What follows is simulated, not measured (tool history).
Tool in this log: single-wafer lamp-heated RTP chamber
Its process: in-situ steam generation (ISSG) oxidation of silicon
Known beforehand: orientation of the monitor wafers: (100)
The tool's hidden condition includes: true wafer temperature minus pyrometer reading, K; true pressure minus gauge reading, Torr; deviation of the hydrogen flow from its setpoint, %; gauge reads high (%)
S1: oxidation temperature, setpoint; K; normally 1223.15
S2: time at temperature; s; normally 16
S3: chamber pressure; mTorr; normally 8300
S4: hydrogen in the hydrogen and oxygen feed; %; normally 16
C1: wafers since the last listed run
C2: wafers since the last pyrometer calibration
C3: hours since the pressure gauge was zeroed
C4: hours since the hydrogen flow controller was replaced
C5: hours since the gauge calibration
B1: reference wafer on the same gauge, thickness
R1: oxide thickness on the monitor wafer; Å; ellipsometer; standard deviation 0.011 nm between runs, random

Run 1, hour 0.0: usual settings but S1 1236.15 K; C1 0; C2 1683; C3 3095.6; C4 5945.0; C5 1137.7; B1 3.428. Result: R1 40.29 Å.
Run 2, hour 32.0: usual settings but S1 1236.15 K; C1 385; C2 2068; C3 3127.6; C4 5977.0; C5 1169.7; B1 3.427. Result: R1 40.58 Å.
Run 3, hour 56.4: usual settings but S1 1236.15 K; C1 294; C2 2363; C3 3152.0; C4 6001.4; C5 1194.1; B1 3.430. Result: R1 40.38 Å.
Run 4, hour 69.4: usual settings; C1 156; C2 2519; C3 3165.0; C4 6014.4; C5 1207.1; B1 3.430. Result: R1 39.13 Å.
Run 5, hour 96.1: usual settings; C1 321; C2 2841; C3 3191.7; C4 6041.1; C5 1233.8; B1 3.432. Result: R1 39.31 Å.
Run 6, hour 109.1: usual settings but S4 24 %; C1 156; C2 2998; C3 3204.7; C4 6054.1; C5 1246.8; B1 3.428. Result: R1 43.05 Å.
At hour 133.5: gauge calibrated.
Run 7, hour 141.0: usual settings but S3 7000 mTorr; C1 384; C2 3383; C3 3236.6; C4 6086.0; C5 7.5; B1 3.427. Result: R1 38.88 Å.
Run 8, hour 154.8: usual settings but S3 6900 mTorr; C1 166; C2 3549; C3 3250.4; C4 6099.8; C5 21.3; B1 3.430. Result: R1 38.90 Å.
Run 9, hour 189.2: usual settings but S4 21 %; C1 414; C2 3964; C3 3284.8; C4 6134.2; C5 55.7; B1 3.431. Result: R1 41.73 Å.
Run 10, hour 214.1: usual settings but S2 10 s, S3 7300 mTorr, S4 23 %; C1 300; C2 4264; C3 3309.7; C4 6159.1; C5 80.6; B1 3.431. Result: R1 35.80 Å.
Run 11, hour 248.4: usual settings but S1 1243.15 K, S2 19 s, S3 7300 mTorr, S4 22 %; C1 413; C2 4678; C3 3344.0; C4 6193.4; C5 114.9; B1 3.429. Result: R1 48.36 Å.
Run 12, hour 301.8: usual settings; C1 643; C2 5322; C3 3397.4; C4 6246.8; C5 168.3; B1 3.433. Result: R1 39.39 Å.
Run 13, hour 325.0: usual settings but S1 1237.15 K, S3 7200 mTorr; C1 279; C2 5602; C3 3420.6; C4 6270.0; C5 191.5; B1 3.429. Result: R1 40.93 Å.
Run 14, hour 344.0: usual settings but S1 1207.15 K; C1 229; C2 5831; C3 3439.6; C4 6289.0; C5 210.5; B1 3.430. Result: R1 37.88 Å.
Run 15, hour 368.6: usual settings but S2 13 s; C1 296; C2 6128; C3 3464.2; C4 6313.6; C5 235.1; B1 3.431. Result: R1 36.03 Å.
Run 16, hour 397.2: usual settings but S2 14 s, S3 8700 mTorr; C1 344; C2 6472; C3 3492.8; C4 6342.2; C5 263.7; B1 3.431. Result: R1 37.11 Å.
At hour 407.1: pressure gauge zeroed.
At hour 419.7: pyrometer window cleaned and pyrometer calibrated.
At hour 421.9: hydrogen flow controller replaced.
Run 17, hour 427.3: usual settings but S2 20 s, S3 9700 mTorr, S4 26 %; C1 143; C2 65; C3 20.2; C4 5.4; C5 293.8; B1 3.431. Result: R1 46.11 Å.
Run 18, hour 443.1: usual settings but S1 1229.15 K, S3 9200 mTorr; C1 190; C2 255; C3 36.0; C4 21.2; C5 309.6; B1 3.428. Result: R1 38.78 Å.
Run 19, hour 465.8: usual settings but S1 1229.15 K, S4 11 %; C1 273; C2 529; C3 58.7; C4 43.9; C5 332.3; B1 3.429. Result: R1 36.01 Å.
Run 20, hour 483.7: usual settings but S1 1235.15 K, S2 12 s, S3 8800 mTorr, S4 21 %; C1 215; C2 745; C3 76.6; C4 61.8; C5 350.2; B1 3.428. Result: R1 37.67 Å.
Run 21, hour 505.9: usual settings but S2 19 s, S4 11 %; C1 267; C2 1013; C3 98.8; C4 84.0; C5 372.4; B1 3.431. Result: R1 38.34 Å.
Run 22, hour 525.7: usual settings but S1 1216.15 K, S2 13 s, S3 7600 mTorr, S4 23 %; C1 238; C2 1251; C3 118.6; C4 103.8; C5 392.2; B1 3.428. Result: R1 38.23 Å.
Run 23, hour 553.5: usual settings but S2 19 s, S3 9600 mTorr, S4 12 %; C1 335; C2 1587; C3 146.4; C4 131.6; C5 420.0; B1 3.433. Result: R1 38.78 Å.
Run 24, hour 583.0: usual settings but S1 1207.15 K, S2 21 s, S3 8900 mTorr; C1 355; C2 1942; C3 175.9; C4 161.1; C5 449.5; B1 3.429. Result: R1 41.45 Å.
Run 25, hour 607.2: usual settings; C1 291; C2 2234; C3 200.1; C4 185.3; C5 473.7; B1 3.429. Result: R1 38.95 Å.
Run 26, hour 640.7: usual settings; C1 403; C2 2638; C3 233.6; C4 218.8; C5 507.2; B1 3.430. Result: R1 38.83 Å.
Run 27, hour 670.4: usual settings but S1 1206.15 K, S2 21 s, S3 7100 mTorr; C1 358; C2 2996; C3 263.3; C4 248.5; C5 536.9; B1 3.427. Result: R1 41.37 Å.
Run 28, hour 695.1: usual settings but S1 1239.15 K, S2 14 s; C1 297; C2 3294; C3 288.0; C4 273.2; C5 561.6; B1 3.430. Result: R1 38.70 Å.
Run 29, hour 719.5: usual settings; C1 294; C2 3588; C3 312.4; C4 297.6; C5 586.0; B1 3.430. Result: R1 39.02 Å.
Run 30, hour 736.9: usual settings but S2 10 s, S4 11 %; C1 209; C2 3798; C3 329.8; C4 315.0; C5 603.4; B1 3.429. Result: R1 29.88 Å.

Subtracting, for every run, the result it would have given without the tool's unlogged condition from the measured result gives the following. The same run-to-run variation enters both numbers; the gauge's scatter may not:
run     R1
  1  +0.60
  2  +0.69
  3  +0.75
  4  +0.69
  5  +0.73
  6  +0.83
  7  +0.79
  8  +0.80
  9  +0.91
 10  +0.65
 11  +1.35
 12  +0.94
 13  +1.08
 14  +0.84
 15  +0.81
 16  +0.88
 17  +0.09
 18  +0.14
 19  +0.22
 20  +0.28
 21  +0.38
 22  +0.38
 23  +0.53
 24  +0.62
 25  +0.62
 26  +0.68
 27  +0.78
 28  +0.80
 29  +0.79
 30  +0.50
